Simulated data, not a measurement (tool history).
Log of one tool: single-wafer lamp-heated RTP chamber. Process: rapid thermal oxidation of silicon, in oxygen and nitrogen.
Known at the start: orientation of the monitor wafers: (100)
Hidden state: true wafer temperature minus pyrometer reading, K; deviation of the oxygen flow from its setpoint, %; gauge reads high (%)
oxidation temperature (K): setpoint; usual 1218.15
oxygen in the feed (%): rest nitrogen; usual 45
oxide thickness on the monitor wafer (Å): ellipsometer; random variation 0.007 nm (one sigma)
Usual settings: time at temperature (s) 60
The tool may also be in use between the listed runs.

run	day	oxidation temperature (K)	time at temperature (s)	oxygen in the feed (%)	wafers since the last listed run	wafers since the last pyrometer calibration	hours since the oxygen flow controller was replaced	hours since the gauge calibration	read-back reference wafer on the same gauge, thickness	oxide thickness on the monitor wafer (Å)
1	0	1198.15	60	45	0	1915	6291	43.5	3.03	28.7
2	2.404	1198.15	60	45	444	2359	6348.7	101.2	3.029	28.78
3	3.112	1218.15	60	23	130	2490	6365.7	118.2	3.028	27.86
4	4.062	1218.15	66	67	175	2666	6388.5	141	3.028	36.63
5	5.429	1218.15	66	67	252	2918	6421.3	173.8	3.029	36.65
6	6.754	1218.15	66	67	244	3163	6453.1	205.6	3.029	36.58
7	7.962	1235.15	60	45	223	3386	6482.1	234.6	3.029	35.37
8	9	1218.15	60	45	191	3577	6507	259.5	3.032	31.93
9	10.208	1218.15	60	45	223	3801	6536	288.5	3.033	31.94
10	11.242	1218.15	60	45	190	3991	6560.8	313.3	3.031	31.91
11	12.712	1227.15	60	45	271	4263	6596.1	348.6	3.032	33.67
12	14.175	1218.15	60	45	270	4533	6631.2	383.7	3.031	31.97
13	15.104	1200.15	40	74	171	4705	6653.5	406	3.03	28.71
# day 18.325: pyrometer window cleaned and pyrometer calibrated
14	18.838	1205.15	60	66	627	94	6743.1	495.6	3.032	31.84
15	19.471	1218.15	60	45	116	211	6758.3	510.8	3.027	31.44
16	20.046	1218.15	83	45	106	318	6772.1	524.6	3.03	35.33
# day 20.929: gauge calibrated
17	21.467	1192.15	60	45	262	580	6806.2	12.9	3.027	27.7
# day 21.971: oxygen flow controller replaced
18	21.988	1218.15	60	45	34	615	0.4	25.4	3.031	31.42
19	25.25	1218.15	45	18	602	1217	78.7	103.7	3.029	24.99
20	28.125	1198.15	60	45	530	1748	147.7	172.7	3.03	28.7
21	29.533	1230.15	89	45	260	2008	181.5	206.5	3.029	39.46
22	30.958	1205.15	83	53	263	2271	215.7	240.7	3.032	34.54

The tool's hidden state at each run:
deviation of the oxygen flow from its setpoint, %: 0 in every run
gauge reads high (%): 0 in every run
H1: true wafer temperature minus pyrometer reading, K
run	H1
1	3.39
2	3.74
3	3.82
4	3.93
5	4.07
6	4.19
7	4.29
8	4.37
9	4.44
10	4.5
11	4.58
12	4.65
13	4.69
14	0.719
15	0.968
16	1.18
17	1.66
18	1.82
19	2.67
20	3.23
21	3.45
22	3.65
